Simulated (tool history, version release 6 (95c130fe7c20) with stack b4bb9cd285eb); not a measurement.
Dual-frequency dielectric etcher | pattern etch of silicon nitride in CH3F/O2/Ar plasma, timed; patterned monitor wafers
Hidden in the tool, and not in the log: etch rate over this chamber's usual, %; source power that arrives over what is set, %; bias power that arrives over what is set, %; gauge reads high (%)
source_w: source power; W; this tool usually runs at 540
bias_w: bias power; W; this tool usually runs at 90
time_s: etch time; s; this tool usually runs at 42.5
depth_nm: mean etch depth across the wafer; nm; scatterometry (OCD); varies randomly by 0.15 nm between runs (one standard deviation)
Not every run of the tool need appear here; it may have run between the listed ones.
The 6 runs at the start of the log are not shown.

run,hour,source_w,bias_w,time_s,wafers since the last listed run,hours since the last wet clean,hours since the last source power generator calibration,hours since the last bias power generator calibration,hours since the last upper electrode change,hours since the gauge calibration,"read-back reference wafer on the same gauge, depth_nm",depth_nm
7,103.9,540,90,42.5,119,402.2,1660.0,5197.0,78.5,361.4,33.70,37.92
8,112.0,540,90,42.5,56,410.3,1668.1,5205.1,86.6,369.5,33.68,37.50
# hour 139.9: wet clean of the chamber
9,140.4,540,97,42.5,30,0.5,1696.5,5233.5,115.0,397.9,33.68,36.71
10,141.4,540,83,36.0,7,1.5,1697.5,5234.5,116.0,398.9,33.73,29.58
# hour 151.1: source power generator calibrated
11,153.7,600,76,42.5,58,13.8,2.6,5246.8,128.3,411.2,33.70,35.98
# hour 168.3: bias power generator calibrated
12,170.7,540,72,38.0,91,30.8,19.6,2.4,145.3,428.2,33.70,30.01
13,183.6,470,77,32.0,90,43.7,32.5,15.3,158.2,441.1,33.69,23.78
# hour 191.0: gauge calibrated
14,200.5,540,90,35.5,118,60.6,49.4,32.2,175.1,9.5,33.68,30.27
15,215.3,540,90,42.5,103,75.4,64.2,47.0,189.9,24.3,33.70,36.01

Run 16 is up next; what results do you expect?
16,231.2,420,69,42.5,111,91.3,80.1,62.9,205.8,40.2,?,?

read-back reference wafer on the same gauge, depth_nm: 33.68
depth_nm: 28.52 nm
Without the tool's hidden state the same run would have given depth_nm 28.27 nm.

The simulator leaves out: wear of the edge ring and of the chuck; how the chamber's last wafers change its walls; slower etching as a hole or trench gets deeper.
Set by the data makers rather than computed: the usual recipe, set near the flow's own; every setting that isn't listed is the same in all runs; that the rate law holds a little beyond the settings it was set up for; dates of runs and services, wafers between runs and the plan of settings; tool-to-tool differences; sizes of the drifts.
